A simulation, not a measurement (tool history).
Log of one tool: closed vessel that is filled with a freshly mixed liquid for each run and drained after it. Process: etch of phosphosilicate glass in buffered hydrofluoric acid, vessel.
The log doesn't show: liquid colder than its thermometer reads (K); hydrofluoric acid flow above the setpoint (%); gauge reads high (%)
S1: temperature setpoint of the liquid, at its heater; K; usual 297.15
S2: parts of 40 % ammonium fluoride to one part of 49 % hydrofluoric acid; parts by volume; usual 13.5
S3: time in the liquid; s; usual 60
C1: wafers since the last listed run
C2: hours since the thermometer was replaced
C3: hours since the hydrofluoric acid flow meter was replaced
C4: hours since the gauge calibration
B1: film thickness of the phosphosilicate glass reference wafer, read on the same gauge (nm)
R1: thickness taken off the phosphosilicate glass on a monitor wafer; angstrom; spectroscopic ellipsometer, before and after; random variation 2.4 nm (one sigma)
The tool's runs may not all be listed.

run,hour,S1,S2,S3,C1,C2,C3,C4,B1,R1
1,0,297.15,13.5,60,0,422.6,2150.3,448.4,109.97,3055.5
2,58.2,297.15,13.5,60,8125,480.8,2208.5,506.6,110.03,3006.1
3,133.8,297.15,13.5,60,10554,556.4,2284.1,582.2,109.95,2961.9
4,187.3,297.15,13.5,35,7469,609.9,2337.6,635.7,109.97,1758.2
5,258.1,296.15,13.5,60,9884,680.7,2408.4,706.5,109.98,2869.9
6,298,296.15,13.5,60,5570,720.6,2448.3,746.4,110.02,2874.8
7,345.4,297.15,13.5,60,6617,768,2495.7,793.8,110.05,2995.9
8,396.7,297.15,13.5,60,7162,819.3,2547,845.1,109.99,3017.1
9,462.2,297.15,13.5,60,9144,884.8,2612.5,910.6,110.01,3080.8
# hour 470: hydrofluoric acid flow meter replaced
10,517.3,295.65,13.5,70,7553,939.9,47.3,965.7,110.05,2924.8
11,566.5,295.65,13.5,70,6869,989.1,96.5,1014.9,109.99,2897.4
12,627,297.15,13.5,60,8446,1049.6,157,1075.4,109.98,2663
13,678.4,297.15,13.5,60,7176,1101,208.4,1126.8,110.01,2722.4
14,709.2,295.65,13.5,70,4300,1131.8,239.2,1157.6,110,2921.3
15,748.1,297.15,16,30,5430,1170.7,278.1,1196.5,110.01,1142.5
16,786.4,299.65,13.5,60,5347,1209,316.4,1234.8,109.99,3090.5
17,851.4,297.15,13.5,60,9074,1274,381.4,1299.8,110.03,2695.1
18,877,300.15,11,70,3574,1299.6,407,1325.4,110,4630.4
# hour 882.6: gauge calibrated
# hour 897.6: thermometer replaced
19,907,300.15,13.5,90,4048,9.4,437,24.4,109.99,5116.8
20,971.2,300.65,9,60,8963,73.6,501.2,88.6,109.98,5021.2
21,1034.9,300.65,13.5,85,8893,137.3,564.9,152.3,109.97,4912
22,1080.6,297.15,13.5,60,6380,183,610.6,198,110.01,2878.4
23,1125.6,294.15,11,50,6282,228,655.6,243,109.99,2469.5
24,1169.6,297.15,18,40,6143,272,699.6,287,110,1478.5
25,1219.9,297.15,11.5,50,7022,322.3,749.9,337.3,110.01,2791.3
26,1271.7,297.15,13.5,60,7232,374.1,801.7,389.1,109.96,2933.9

Hidden state or all else? Some run-to-run changes of R1, split into what the settings, what came in and random variation would give without the hidden state, and what is left for the hidden state (with any gauge scatter that isn't in both results):
Run 9 -> 10: S1 297.15 -> 295.65, S3 60 -> 70, hydrofluoric acid flow meter replaced. R1 -156 angstrom: hidden state -326.5, all else +170.5.
Run 15 -> 16: S1 297.15 -> 299.65, S2 16 -> 13.5, S3 30 -> 60. R1 +1948 angstrom: hidden state -58.4, all else +2006.4.
Run 18 -> 19: S2 11 -> 13.5, S3 70 -> 90, gauge calibrated, thermometer replaced. R1 +486.4 angstrom: hidden state +309.6, all else +176.8.
Run 21 -> 22: S1 300.65 -> 297.15, S3 85 -> 60. R1 -2033.6 angstrom: hidden state -70.3, all else -1963.3.
